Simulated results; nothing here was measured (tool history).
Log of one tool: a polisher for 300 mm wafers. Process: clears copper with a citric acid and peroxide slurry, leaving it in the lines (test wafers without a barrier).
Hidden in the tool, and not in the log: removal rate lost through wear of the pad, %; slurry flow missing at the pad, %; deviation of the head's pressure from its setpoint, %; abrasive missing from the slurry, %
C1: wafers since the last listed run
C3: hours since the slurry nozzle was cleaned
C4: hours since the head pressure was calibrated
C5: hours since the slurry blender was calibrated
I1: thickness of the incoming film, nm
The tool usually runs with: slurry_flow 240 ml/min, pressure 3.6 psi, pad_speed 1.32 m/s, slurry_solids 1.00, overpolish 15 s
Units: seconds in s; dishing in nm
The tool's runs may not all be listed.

run 1 hour=0.0 | slurry_flow=240 pressure=3.6 pad_speed=1.32 slurry_solids=1.00 overpolish=15 | C1=0 wafers_polished_on_this_pad=1609 C3=361.1 C4=678.5 C5=294.9 | I1=570.8 | seconds=207.8 dishing=31.3
-- hour=8.3 worn pad replaced by a new one
-- hour=11.1 head pressure recalibrated
-- hour=41.8 slurry nozzle cleaned
run 2 hour=64.8 | slurry_flow=240 pressure=3.6 pad_speed=1.32 slurry_solids=1.00 overpolish=15 | C1=265 wafers_polished_on_this_pad=246 C3=23.0 C4=53.7 C5=359.7 | I1=568.2 | seconds=197.9 dishing=34.0
-- hour=108.1 slurry blender recalibrated
run 3 hour=114.8 | slurry_flow=240 pressure=3.6 pad_speed=1.32 slurry_solids=1.00 overpolish=15 | C1=220 wafers_polished_on_this_pad=466 C3=73.0 C4=103.7 C5=6.7 | I1=564.2 | seconds=188.0 dishing=35.6
run 4 hour=154.8 | slurry_flow=240 pressure=3.6 pad_speed=1.32 slurry_solids=1.00 overpolish=15 | C1=184 wafers_polished_on_this_pad=651 C3=113.0 C4=143.7 C5=46.7 | I1=567.2 | seconds=200.8 dishing=34.2
run 5 hour=185.8 | slurry_flow=240 pressure=3.6 pad_speed=1.32 slurry_solids=1.00 overpolish=15 | C1=142 wafers_polished_on_this_pad=793 C3=144.0 C4=174.7 C5=77.7 | I1=558.6 | seconds=192.4 dishing=34.2
run 6 hour=243.1 | slurry_flow=240 pressure=3.6 pad_speed=1.32 slurry_solids=0.80 overpolish=15 | C1=263 wafers_polished_on_this_pad=1057 C3=201.3 C4=232.0 C5=135.0 | I1=573.3 | seconds=211.0 dishing=31.8
run 7 hour=305.2 | slurry_flow=240 pressure=3.6 pad_speed=1.32 slurry_solids=0.80 overpolish=15 | C1=285 wafers_polished_on_this_pad=1343 C3=263.4 C4=294.1 C5=197.1 | I1=573.4 | seconds=217.2 dishing=31.1
-- hour=395.8 worn pad replaced by a new one
run 8 hour=479.4 | slurry_flow=240 pressure=3.6 pad_speed=1.50 slurry_solids=1.00 overpolish=15 | C1=783 wafers_polished_on_this_pad=384 C3=437.6 C4=468.3 C5=371.3 | I1=565.0 | seconds=182.8 dishing=37.0
-- hour=506.8 slurry blender recalibrated
-- hour=522.1 slurry nozzle cleaned
run 9 hour=522.6 | slurry_flow=240 pressure=3.6 pad_speed=1.32 slurry_solids=1.00 overpolish=23 | C1=184 wafers_polished_on_this_pad=569 C3=0.5 C4=511.5 C5=15.8 | I1=562.9 | seconds=185.4 dishing=52.1
run 10 hour=551.3 | slurry_flow=240 pressure=4.4 pad_speed=1.32 slurry_solids=1.00 overpolish=7 | C1=132 wafers_polished_on_this_pad=701 C3=29.2 C4=540.2 C5=44.5 | I1=568.1 | seconds=162.5 dishing=20.1
run 11 hour=578.5 | slurry_flow=240 pressure=3.6 pad_speed=1.04 slurry_solids=1.00 overpolish=15 | C1=125 wafers_polished_on_this_pad=826 C3=56.4 C4=567.4 C5=71.7 | I1=569.4 | seconds=230.9 dishing=30.0
run 12 hour=647.0 | slurry_flow=240 pressure=3.6 pad_speed=1.32 slurry_solids=1.00 overpolish=15 | C1=315 wafers_polished_on_this_pad=1142 C3=124.9 C4=635.9 C5=140.2 | I1=571.8 | seconds=202.6 dishing=33.4
-- hour=663.8 head pressure recalibrated
run 13 hour=711.3 | slurry_flow=160 pressure=3.6 pad_speed=1.32 slurry_solids=0.75 overpolish=15 | C1=286 wafers_polished_on_this_pad=1428 C3=189.2 C4=47.5 C5=204.5 | I1=562.7 | seconds=226.9 dishing=29.4
run 14 hour=748.5 | slurry_flow=240 pressure=3.6 pad_speed=1.46 slurry_solids=1.00 overpolish=15 | C1=171 wafers_polished_on_this_pad=1599 C3=226.4 C4=84.7 C5=241.7 | I1=566.5 | seconds=192.2 dishing=33.8
-- hour=775.4 worn pad replaced by a new one
run 15 hour=788.3 | slurry_flow=240 pressure=2.5 pad_speed=1.04 slurry_solids=1.00 overpolish=20 | C1=164 wafers_polished_on_this_pad=59 C3=266.2 C4=124.5 C5=281.5 | I1=567.2 | seconds=295.7 dishing=30.0
run 16 hour=816.2 | slurry_flow=200 pressure=3.6 pad_speed=1.32 slurry_solids=1.20 overpolish=15 | C1=128 wafers_polished_on_this_pad=187 C3=294.1 C4=152.4 C5=309.4 | I1=568.7 | seconds=196.7 dishing=34.0
run 17 hour=860.9 | slurry_flow=240 pressure=3.6 pad_speed=1.32 slurry_solids=1.00 overpolish=15 | C1=205 wafers_polished_on_this_pad=393 C3=338.8 C4=197.1 C5=354.1 | I1=567.6 | seconds=196.4 dishing=33.6

Run 18 is up next; what results do you expect?
run 18 hour=923.3 | slurry_flow=270 pressure=3.6 pad_speed=1.06 slurry_solids=1.00 overpolish=17 | C1=287 wafers_polished_on_this_pad=680 C3=401.2 C4=259.5 C5=416.5 | I1=565.9 | seconds=? dishing=?

{"run 18": {"seconds": 231.2, "dishing": 32.3}}
The same run, on a tool lacking any hidden state, would have yielded seconds 205.6 s, dishing 35.9 nm.
